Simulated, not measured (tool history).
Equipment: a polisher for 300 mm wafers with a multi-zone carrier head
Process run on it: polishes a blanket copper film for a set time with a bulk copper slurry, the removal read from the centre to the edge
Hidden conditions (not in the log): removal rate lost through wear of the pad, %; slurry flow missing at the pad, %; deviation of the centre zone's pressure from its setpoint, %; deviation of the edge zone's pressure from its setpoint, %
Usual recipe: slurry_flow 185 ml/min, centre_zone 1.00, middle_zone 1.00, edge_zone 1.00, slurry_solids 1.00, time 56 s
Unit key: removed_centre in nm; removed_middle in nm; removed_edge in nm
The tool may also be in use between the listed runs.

run     day  slurry_flow  centre_zone  middle_zone  edge_zone  slurry_solids  time  wafers since the last listed run  wafers polished on this pad  hours since the slurry nozzle was cleaned  hours since the centre zone pressure was calibrated  hours since the edge zone pressure was calibrated  hours since the carrier head's membrane was replaced  incoming thickness of the incoming film, nm  removed_centre  removed_middle  removed_edge
  1   0.000          185         1.00         0.91       1.00           1.00    56                                 0                         5302                                       99.2                                                 93.7                                              674.2                                                 431.2                                       3377.8           603.0           580.3         631.0
  2   3.304          185         1.00         1.00       1.00           1.00    56                              1045                         6347                                      178.5                                                173.0                                              753.5                                                 510.5                                       3368.0           588.0           597.7         602.2
      4.688  -- carrier head's membrane replaced by a new one
  3   6.946          130         0.89         1.00       1.00           1.00    56                              1086                         7434                                      265.9                                                260.4                                              840.9                                                  54.2                                       3324.6           481.2           547.1         564.3
      8.650  -- worn pad replaced by a new one
  4  10.871          185         1.00         1.00       1.00           1.00    56                              1189                          702                                      360.1                                                354.6                                              935.1                                                 148.4                                       3359.5           646.0           655.3         673.9
     13.554  -- edge zone pressure recalibrated
  5  14.312          185         1.00         1.00       1.00           1.00    56                              1062                         1764                                      442.7                                                437.2                                               18.2                                                 231.0                                       3388.4           653.0           647.1         660.8
  6  15.854          185         1.00         1.00       1.00           1.00    69                               487                         2252                                      479.7                                                474.2                                               55.2                                                 268.0                                       3311.7           793.6           801.2         814.5
  7  20.246          185         1.00         1.00       0.90           1.10    56                              1389                         3642                                      585.1                                                579.6                                              160.6                                                 373.4                                       3347.8           635.7           654.3         627.4
     20.546  -- slurry nozzle cleaned
  8  22.275          185         1.00         1.00       0.93           1.00    68                               628                         4271                                       41.5                                                628.3                                              209.3                                                 422.1                                       3342.2           762.3           765.3         752.9
  9  24.950          185         1.00         1.00       1.00           1.00    37                               846                         5117                                      105.7                                                692.5                                              273.5                                                 486.3                                       3384.0           405.1           414.9         416.6
     29.188  -- carrier head's membrane replaced by a new one
 10  29.208          160         1.00         0.89       1.00           1.00    66                              1281                         6398                                      207.9                                                794.7                                              375.7                                                   0.5                                       3353.8           687.2           634.5         702.0
 11  30.575          205         1.00         1.00       1.00           1.00    43                               432                         6831                                      240.7                                                827.5                                              408.5                                                  33.3                                       3317.6           458.5           456.0         465.1
 12  34.583          160         0.95         1.03       1.00           1.00    56                              1268                         8099                                      336.9                                                923.7                                              504.7                                                 129.5                                       3360.4           521.8           565.8         560.0
     35.746  -- worn pad replaced by a new one
 13  38.012          185         1.00         1.00       1.00           1.00    56                              1032                          717                                      419.2                                               1006.0                                              587.0                                                 211.8                                       3353.0           645.6           652.0         651.4
 14  39.546          185         1.00         1.00       1.00           1.00    56                               485                         1202                                      456.0                                               1042.8                                              623.8                                                 248.6                                       3402.6           639.4           647.7         657.6
 15  42.379          185         1.00         1.00       1.09           0.85    56                               896                         2098                                      524.0                                               1110.8                                              691.8                                                 316.6                                       3373.6           614.8           635.7         646.3
 16  45.079          185         1.00         1.00       1.00           1.00    42                               854                         2953                                      588.8                                               1175.6                                              756.6                                                 381.4                                       3399.6           473.4           479.8         480.2
     47.658  -- slurry nozzle cleaned
     47.971  -- centre zone pressure recalibrated
 17  49.075          185         1.00         1.00       1.00           1.00    56                              1224                         4177                                       34.0                                                 26.5                                              852.5                                                 477.3                                       3404.7           607.7           629.0         634.3

Expected results for the next run?
 18  52.183          215         1.00         1.00       1.00           1.00    56                               983                         5161                                      108.6                                                101.1                                              927.1                                                 551.9                                       3310.9               ?               ?             ?

removed_centre: 632.2 nm
removed_middle: 622.3 nm
removed_edge: 634.0 nm
Minus the tool's unlogged condition, the same run would have read removed_centre 683.5 nm, removed_middle 672.8 nm, removed_edge 685.5 nm.
